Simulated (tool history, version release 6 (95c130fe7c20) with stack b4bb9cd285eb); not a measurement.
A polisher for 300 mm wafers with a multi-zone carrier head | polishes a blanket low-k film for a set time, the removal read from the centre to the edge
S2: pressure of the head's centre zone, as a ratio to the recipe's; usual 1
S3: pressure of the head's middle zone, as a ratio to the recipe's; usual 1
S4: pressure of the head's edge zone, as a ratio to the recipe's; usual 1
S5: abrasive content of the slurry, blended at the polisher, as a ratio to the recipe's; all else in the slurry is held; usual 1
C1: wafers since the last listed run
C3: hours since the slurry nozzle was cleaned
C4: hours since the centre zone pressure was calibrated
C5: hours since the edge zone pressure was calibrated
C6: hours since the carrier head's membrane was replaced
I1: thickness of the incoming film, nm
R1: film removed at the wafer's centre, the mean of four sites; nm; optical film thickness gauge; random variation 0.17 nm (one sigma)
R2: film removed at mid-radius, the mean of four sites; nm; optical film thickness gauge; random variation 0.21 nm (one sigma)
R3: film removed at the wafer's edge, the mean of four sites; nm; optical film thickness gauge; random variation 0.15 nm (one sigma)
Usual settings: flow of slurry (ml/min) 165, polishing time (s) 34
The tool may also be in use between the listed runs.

{"run": 1, "day": 0.0, "flow of slurry (ml/min)": 165, "S2": 0.95, "S3": 1, "S4": 1, "S5": 1.25, "polishing time (s)": 34, "C1": 0, "wafers polished on this pad": 4240, "C3": 464.6, "C4": 278.4, "C5": 1420, "C6": 1241.7, "I1": 641.9, "R1": 19.2, "R2": 21.2, "R3": 21.1}
{"run": 2, "day": 2.762, "flow of slurry (ml/min)": 165, "S2": 1, "S3": 1, "S4": 1, "S5": 1.1, "polishing time (s)": 22, "C1": 1147, "wafers polished on this pad": 5387, "C3": 530.9, "C4": 344.7, "C5": 1486.3, "C6": 1308, "I1": 641.9, "R1": 12.2, "R2": 12.8, "R3": 12.8}
{"day": 3.383, "done": "edge zone pressure recalibrated"}
{"run": 3, "day": 5.525, "flow of slurry (ml/min)": 165, "S2": 1, "S3": 0.9, "S4": 0.97, "S5": 1, "polishing time (s)": 34, "C1": 1112, "wafers polished on this pad": 6500, "C3": 597.2, "C4": 411, "C5": 51.4, "C6": 1374.3, "I1": 641.9, "R1": 18, "R2": 16.9, "R3": 18.6}
{"day": 8.312, "done": "slurry nozzle cleaned"}
{"day": 8.617, "done": "worn pad replaced by a new one"}
{"day": 9.046, "done": "carrier head's membrane replaced by a new one"}
{"run": 4, "day": 12.312, "flow of slurry (ml/min)": 165, "S2": 1, "S3": 1, "S4": 1, "S5": 0.75, "polishing time (s)": 34, "C1": 2645, "wafers polished on this pad": 1447, "C3": 96, "C4": 573.9, "C5": 214.3, "C6": 78.4, "I1": 637.8, "R1": 15.9, "R2": 16.4, "R3": 16.2}
{"run": 5, "day": 14.638, "flow of slurry (ml/min)": 165, "S2": 1.06, "S3": 1, "S4": 1, "S5": 1, "polishing time (s)": 34, "C1": 965, "wafers polished on this pad": 2413, "C3": 151.8, "C4": 629.7, "C5": 270.1, "C6": 134.2, "I1": 646.1, "R1": 19.7, "R2": 19.7, "R3": 19.1}
{"day": 15.425, "done": "centre zone pressure recalibrated"}
{"run": 6, "day": 18.158, "flow of slurry (ml/min)": 165, "S2": 1, "S3": 1, "S4": 1, "S5": 1, "polishing time (s)": 34, "C1": 1427, "wafers polished on this pad": 3841, "C3": 236.3, "C4": 65.6, "C5": 354.6, "C6": 218.7, "I1": 630.6, "R1": 18.5, "R2": 19.3, "R3": 19.1}
{"run": 7, "day": 26.671, "flow of slurry (ml/min)": 125, "S2": 1.06, "S3": 1, "S4": 1, "S5": 1, "polishing time (s)": 26, "C1": 3535, "wafers polished on this pad": 7376, "C3": 440.6, "C4": 269.9, "C5": 558.9, "C6": 423, "I1": 642, "R1": 14.3, "R2": 14.1, "R3": 14.2}
{"run": 8, "day": 30.062, "flow of slurry (ml/min)": 165, "S2": 1, "S3": 1.07, "S4": 1, "S5": 1, "polishing time (s)": 34, "C1": 1408, "wafers polished on this pad": 8785, "C3": 522, "C4": 351.3, "C5": 640.3, "C6": 504.4, "I1": 637.2, "R1": 18.2, "R2": 19.8, "R3": 18.8}
{"day": 31.833, "done": "worn pad replaced by a new one"}
{"run": 9, "day": 31.908, "flow of slurry (ml/min)": 165, "S2": 1, "S3": 1, "S4": 0.91, "S5": 1, "polishing time (s)": 34, "C1": 697, "wafers polished on this pad": 31, "C3": 566.3, "C4": 395.6, "C5": 684.6, "C6": 548.7, "I1": 639.1, "R1": 17.7, "R2": 18.8, "R3": 18}
{"run": 10, "day": 33.612, "flow of slurry (ml/min)": 165, "S2": 1, "S3": 1, "S4": 1, "S5": 1, "polishing time (s)": 34, "C1": 707, "wafers polished on this pad": 738, "C3": 607.2, "C4": 436.5, "C5": 725.5, "C6": 589.6, "I1": 639.7, "R1": 18, "R2": 18.5, "R3": 18.7}
{"day": 34.858, "done": "slurry nozzle cleaned"}
{"run": 11, "day": 35.342, "flow of slurry (ml/min)": 165, "S2": 1, "S3": 1, "S4": 1, "S5": 1, "polishing time (s)": 34, "C1": 700, "wafers polished on this pad": 1439, "C3": 11.6, "C4": 478, "C5": 767, "C6": 631.1, "I1": 645.8, "R1": 18.5, "R2": 19.1, "R3": 19.5}
{"run": 12, "day": 38.229, "flow of slurry (ml/min)": 165, "S2": 1, "S3": 1, "S4": 1, "S5": 1, "polishing time (s)": 22, "C1": 1199, "wafers polished on this pad": 2638, "C3": 80.9, "C4": 547.3, "C5": 836.3, "C6": 700.4, "I1": 635.6, "R1": 12.1, "R2": 12.2, "R3": 12.4}
{"run": 13, "day": 40.917, "flow of slurry (ml/min)": 165, "S2": 1, "S3": 1, "S4": 1, "S5": 1, "polishing time (s)": 34, "C1": 1116, "wafers polished on this pad": 3754, "C3": 145.4, "C4": 611.8, "C5": 900.8, "C6": 764.9, "I1": 635.8, "R1": 18.5, "R2": 19.5, "R3": 19.2}
{"day": 42.333, "done": "centre zone pressure recalibrated"}
{"run": 14, "day": 42.712, "flow of slurry (ml/min)": 165, "S2": 1, "S3": 1, "S4": 1, "S5": 1, "polishing time (s)": 34, "C1": 711, "wafers polished on this pad": 4466, "C3": 188.5, "C4": 9.1, "C5": 943.9, "C6": 808, "I1": 640.3, "R1": 18.6, "R2": 19, "R3": 19.1}

Forecast run 15:
{"run": 15, "day": 44.808, "flow of slurry (ml/min)": 165, "S2": 0.92, "S3": 1, "S4": 1.06, "S5": 1, "polishing time (s)": 34, "C1": 870, "wafers polished on this pad": 5336, "C3": 238.8, "C4": 59.4, "C5": 994.2, "C6": 858.3, "I1": 637.2, "R1": "?", "R2": "?", "R3": "?"}

Run 15 gave R1 17 nm, R2 19.2 nm, R3 19.5 nm.
Without the tool's hidden state the same run would have given R1 17.1 nm, R2 19.3 nm, R3 19.5 nm.
